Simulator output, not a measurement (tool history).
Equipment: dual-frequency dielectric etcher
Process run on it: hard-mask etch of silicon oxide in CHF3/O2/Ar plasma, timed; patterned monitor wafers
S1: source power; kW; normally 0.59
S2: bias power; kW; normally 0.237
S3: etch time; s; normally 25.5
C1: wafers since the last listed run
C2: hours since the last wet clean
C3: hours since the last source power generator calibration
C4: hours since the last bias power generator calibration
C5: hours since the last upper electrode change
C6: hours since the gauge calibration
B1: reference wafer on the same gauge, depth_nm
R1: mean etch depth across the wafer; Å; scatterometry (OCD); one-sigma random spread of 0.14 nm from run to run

| run | hour | S1 | S2 | S3 | C1 | C2 | C3 | C4 | C5 | C6 | B1 | R1 |
|---|---|---|---|---|---|---|---|---|---|---|---|---|
| 1 | 0 | 0.59 | 0.237 | 21 | 0 | 625.4 | 642.8 | 2989.5 | 2183.2 | 702.1 | 61.9 | 442 |
|  | 13.6 | wet clean of the chamber |
| 2 | 85.2 | 0.59 | 0.237 | 21 | 806 | 71.6 | 728 | 3074.7 | 2268.4 | 787.3 | 61.9 | 437 |
| 3 | 131.2 | 0.59 | 0.237 | 21 | 517 | 117.6 | 774 | 3120.7 | 2314.4 | 833.3 | 61.9 | 437 |
| 4 | 187.5 | 0.59 | 0.2 | 29 | 633 | 173.9 | 830.3 | 3177 | 2370.7 | 889.6 | 61.9 | 571 |
| 5 | 247.5 | 0.59 | 0.2 | 29 | 675 | 233.9 | 890.3 | 3237 | 2430.7 | 949.6 | 61.8 | 571 |
| 6 | 285.5 | 0.59 | 0.259 | 25.5 | 427 | 271.9 | 928.3 | 3275 | 2468.7 | 987.6 | 61.9 | 549 |
| 7 | 384 | 0.59 | 0.259 | 25.5 | 1108 | 370.4 | 1026.8 | 3373.5 | 2567.2 | 1086.1 | 61.9 | 555 |
| 8 | 489 | 0.59 | 0.259 | 25.5 | 1182 | 475.4 | 1131.8 | 3478.5 | 2672.2 | 1191.1 | 61.9 | 549 |
|  | 598.9 | wet clean of the chamber |
| 9 | 599.4 | 0.49 | 0.237 | 25.5 | 972 | 0.5 | 1242.2 | 3588.9 | 2782.6 | 1301.5 | 61.9 | 503 |
|  | 651.4 | gauge calibrated |
|  | 651.5 | upper electrode replaced |
| 10 | 652 | 0.59 | 0.237 | 25.5 | 321 | 53.1 | 1294.8 | 3641.5 | 0.5 | 0.6 | 61.9 | 530 |
| 11 | 844.8 | 0.59 | 0.237 | 25.5 | 2170 | 245.9 | 1487.6 | 3834.3 | 193.3 | 193.4 | 61.9 | 534 |
| 12 | 946.5 | 0.45 | 0.192 | 22 | 1145 | 347.6 | 1589.3 | 3936 | 295 | 295.1 | 61.9 | 400 |
|  | 966.9 | bias power generator calibrated |
| 13 | 1034.3 | 0.64 | 0.237 | 25.5 | 943 | 435.4 | 1677.1 | 67.4 | 382.8 | 382.9 | 61.9 | 548 |
| 14 | 1085.4 | 0.59 | 0.237 | 25.5 | 575 | 486.5 | 1728.2 | 118.5 | 433.9 | 434 | 61.9 | 536 |
|  | 1100.1 | source power generator calibrated |
| 15 | 1125.8 | 0.59 | 0.237 | 25.5 | 409 | 526.9 | 25.7 | 158.9 | 474.3 | 474.4 | 61.9 | 536 |
|  | 1218.5 | wet clean of the chamber |
| 16 | 1219 | 0.59 | 0.279 | 20.5 | 779 | 0.5 | 118.9 | 252.1 | 567.5 | 567.6 | 62 | 454 |
| 17 | 1243.4 | 0.59 | 0.237 | 25.5 | 274 | 24.9 | 143.3 | 276.5 | 591.9 | 592 | 61.9 | 532 |
| 18 | 1294.8 | 0.59 | 0.259 | 25.5 | 578 | 76.3 | 194.7 | 327.9 | 643.3 | 643.4 | 62 | 552 |
| 19 | 1389 | 0.59 | 0.237 | 25.5 | 1060 | 170.5 | 288.9 | 422.1 | 737.5 | 737.6 | 61.9 | 532 |
| 20 | 1469 | 0.53 | 0.286 | 29 | 900 | 250.5 | 368.9 | 502.1 | 817.5 | 817.6 | 61.9 | 634 |
| 21 | 1560.2 | 0.59 | 0.187 | 25.5 | 1026 | 341.7 | 460.1 | 593.3 | 908.7 | 908.8 | 61.9 | 494 |
| 22 | 1625.7 | 0.51 | 0.274 | 31.5 | 737 | 407.2 | 525.6 | 658.8 | 974.2 | 974.3 | 61.9 | 671 |
| 23 | 1665.6 | 0.59 | 0.294 | 27.5 | 449 | 447.1 | 565.5 | 698.7 | 1014.1 | 1014.2 | 61.9 | 626 |

Take each entry between the runs: how does the hidden state at the last listed run before it differ from the hidden state at the first listed run after it?
Logged between run 1 and run 2: wet clean of the chamber (hour 13.6)
  etch rate over this chamber's usual, %: 1.61 -> 0.0178
  measured value less the no-hidden-state value, R1: +7 -> +0 Å
Logged between run 8 and run 9: wet clean of the chamber (hour 598.9)
  etch rate over this chamber's usual, %: 0.948 -> -0.155
  measured value less the no-hidden-state value, R1: +5 -> -1 Å
Logged between run 9 and run 10: gauge calibrated (hour 651.4); upper electrode replaced (hour 651.5)
  etch rate over this chamber's usual, %: -0.155 -> -0.0336
  measured value less the no-hidden-state value, R1: -1 -> +0 Å
Logged between run 12 and run 13: bias power generator calibrated (hour 966.9)
  etch rate over this chamber's usual, %: 0.645 -> 0.848
  measured value less the no-hidden-state value, R1: +3 -> +5 Å
Logged between run 14 and run 15: source power generator calibrated (hour 1100.1)
  etch rate over this chamber's usual, %: 0.965 -> 1.06
  measured value less the no-hidden-state value, R1: +5 -> +6 Å
Logged between run 15 and run 16: wet clean of the chamber (hour 1218.5)
  etch rate over this chamber's usual, %: 1.06 -> 0.324
  measured value less the no-hidden-state value, R1: +6 -> +1 Å
